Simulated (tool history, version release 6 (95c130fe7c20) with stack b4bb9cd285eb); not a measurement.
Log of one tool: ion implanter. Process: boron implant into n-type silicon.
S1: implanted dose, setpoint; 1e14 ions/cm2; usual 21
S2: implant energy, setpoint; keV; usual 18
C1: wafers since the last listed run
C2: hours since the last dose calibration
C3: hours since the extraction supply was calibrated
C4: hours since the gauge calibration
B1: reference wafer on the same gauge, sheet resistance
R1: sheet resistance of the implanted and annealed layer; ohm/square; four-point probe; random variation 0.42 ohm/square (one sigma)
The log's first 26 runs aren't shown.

run	day	S1	S2	C1	C2	C3	C4	B1	R1
27	58.371	16.66	23.5	801	216.8	190.2	402.2	85.05	82.08
28	60.833	19.05	22	953	275.9	249.3	461.3	84.89	74.92
29	62.392	21	18	603	313.3	286.7	498.7	85.04	73.78
30	65.275	24.57	12.5	1116	382.5	355.9	567.9	84.69	79.89
31	68.079	24.55	18	1085	449.8	423.2	635.2	84.71	68.94
32	70.938	24.01	20.5	1106	518.4	491.8	703.8	84.95	67.07
33	72.888	17.43	18	755	565.2	538.6	750.6	84.97	83.76
34	73.988	25.79	24	425	591.6	565	777	84.82	61.35
35	75.038	25.9	23.5	406	616.8	590.2	802.2	84.97	61.6
36	76.546	21	18	584	653	626.4	838.4	84.98	74.93

Forecast each of these 3 alternatives for the next run:
A	76.562	21	23.5	6	653.4	626.8	838.8	?	?
B	76.562	25.3	14	6	653.4	626.8	838.8	?	?
C	76.562	17.79	13	6	653.4	626.8	838.8	?	?

run	B1	R1
A	85.01	70.55
B	85.01	75.53
C	85.01	90.74
Without the tool's hidden state the same runs would have given:
run	R1
A	70.28
B	75.38
C	90.47
